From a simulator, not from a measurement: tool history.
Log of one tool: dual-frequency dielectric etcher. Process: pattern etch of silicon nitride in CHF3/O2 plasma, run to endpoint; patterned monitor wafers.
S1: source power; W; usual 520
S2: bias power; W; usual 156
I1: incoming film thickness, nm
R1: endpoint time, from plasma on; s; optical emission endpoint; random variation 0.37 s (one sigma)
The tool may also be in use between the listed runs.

run 1 day=0.000 | S1=520 S2=181 | I1=60.6 | R1=39.0
run 2 day=2.825 | S1=520 S2=181 | I1=60.4 | R1=39.2
run 3 day=3.729 | S1=520 S2=156 | I1=61.4 | R1=42.0
run 4 day=4.833 | S1=520 S2=156 | I1=61.1 | R1=41.9
run 5 day=5.375 | S1=520 S2=156 | I1=60.8 | R1=41.2
run 6 day=5.971 | S1=520 S2=168 | I1=60.1 | R1=39.9
run 7 day=7.012 | S1=520 S2=168 | I1=59.9 | R1=39.5
run 8 day=8.062 | S1=520 S2=132 | I1=60.1 | R1=42.0
run 9 day=9.433 | S1=520 S2=156 | I1=60.1 | R1=40.3
run 10 day=10.454 | S1=520 S2=156 | I1=61.1 | R1=41.5
-- day=12.279 upper electrode replaced
-- day=13.800 source power generator calibrated
run 11 day=13.979 | S1=520 S2=156 | I1=60.7 | R1=41.0
run 12 day=15.125 | S1=400 S2=156 | I1=60.4 | R1=46.4
-- day=15.388 bias power generator calibrated
-- day=16.338 wet clean of the chamber
run 13 day=16.358 | S1=520 S2=156 | I1=60.5 | R1=41.1
run 14 day=16.558 | S1=600 S2=166 | I1=60.6 | R1=37.6
run 15 day=17.579 | S1=520 S2=130 | I1=60.3 | R1=42.3
run 16 day=18.233 | S1=520 S2=156 | I1=60.1 | R1=40.7
run 17 day=19.417 | S1=420 S2=181 | I1=60.4 | R1=43.3
run 18 day=20.000 | S1=620 S2=133 | I1=60.1 | R1=39.3
run 19 day=20.500 | S1=550 S2=156 | I1=60.3 | R1=39.7
run 20 day=21.783 | S1=520 S2=182 | I1=60.2 | R1=38.5
run 21 day=23.188 | S1=620 S2=193 | I1=60.5 | R1=35.6
run 22 day=24.533 | S1=440 S2=145 | I1=60.8 | R1=44.9
run 23 day=25.767 | S1=520 S2=156 | I1=60.3 | R1=40.5

Forecast each of these 5 alternatives for the next run:
run A day=25.783 | S1=520 S2=156 | I1=60.3 | R1=?
run B day=25.783 | S1=620 S2=120 | I1=60.3 | R1=?
run C day=25.783 | S1=400 S2=144 | I1=60.3 | R1=?
run D day=25.783 | S1=620 S2=167 | I1=60.3 | R1=?
run E day=25.783 | S1=640 S2=133 | I1=60.3 | R1=?

run=A R1=40.3
run=B R1=39.7
run=C R1=47.2
run=D R1=36.3
run=E R1=38.0
Without the tool's hidden state the same runs would have given:
run=A R1=40.3
run=B R1=39.7
run=C R1=47.2
run=D R1=36.3
run=E R1=38.0
